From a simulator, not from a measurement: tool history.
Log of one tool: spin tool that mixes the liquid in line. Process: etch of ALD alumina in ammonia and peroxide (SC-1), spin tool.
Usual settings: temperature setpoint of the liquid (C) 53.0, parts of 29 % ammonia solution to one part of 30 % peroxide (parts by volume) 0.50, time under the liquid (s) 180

run,day,temperature setpoint of the liquid (C),parts of 29 % ammonia solution to one part of 30 % peroxide (parts by volume),time under the liquid (s),"read-back film thickness of the ALD alumina reference wafer, read on the same gauge (nm)",thickness taken off the ALD alumina on a monitor wafer (angstrom)
1,0.000,53.0,0.55,180,79.99,131.3
2,0.708,53.0,0.50,180,79.99,129.3
# day 1.404: new drum of ammonia solution connected
3,1.504,53.0,0.50,180,80.00,131.3
4,2.704,53.0,0.50,180,80.02,131.6
5,3.925,53.0,0.50,180,80.00,131.9
6,5.262,53.0,0.50,130,80.01,94.8
7,6.592,53.0,0.50,130,80.02,94.6
8,7.738,60.5,0.50,115,80.01,123.7
9,8.258,60.5,0.50,115,80.00,123.2
# day 9.596: ammonia flow meter replaced
10,9.642,53.0,0.50,180,80.02,130.1
# day 10.588: thermometer replaced
11,10.912,60.0,0.30,85,80.02,84.4
12,12.300,59.5,0.50,95,79.98,97.0
# day 13.008: new drum of ammonia solution connected
13,13.029,53.0,0.50,80,79.99,58.5
# day 13.158: heated supply line repaired
14,13.692,53.0,0.50,150,80.00,109.5
15,14.808,48.0,0.75,180,80.01,103.5
16,15.346,50.5,0.35,180,80.01,110.1
17,16.100,43.5,0.25,180,79.99,72.4
# day 16.150: gauge calibrated
18,16.733,60.5,0.70,125,80.01,139.2
19,18.117,46.0,0.25,280,79.99,129.3
20,19.150,57.5,0.60,180,79.99,167.9
21,19.804,53.0,0.50,180,79.99,130.5
22,20.696,53.0,0.50,180,79.99,130.1
23,21.558,53.0,0.70,80,80.00,59.9
24,22.908,43.5,0.50,180,80.01,76.7

Measured less the same run without the tool's hidden state. The same run-to-run variation is in both; the gauge's scatter may not be:
The hidden state here: liquid hotter than its thermometer reads (K); ammonia flow above the setpoint (%); temperature lost on the way to the wafer (K); ammonia solution weaker than its label (%); gauge reads high (%).
run,thickness taken off the ALD alumina on a monitor wafer (angstrom)
1,-1.6
2,-1.7
3,-0.1
4,-0.3
5,-0.4
6,-0.4
7,-0.5
8,-0.8
9,-0.8
10,-1.1
11,-0.8
12,-1.1
13,+0.0
14,-0.1
15,-0.2
16,-0.2
17,-0.3
18,-0.5
19,-0.6
20,-1.0
21,-0.9
22,-1.0
23,-0.5
24,-0.7
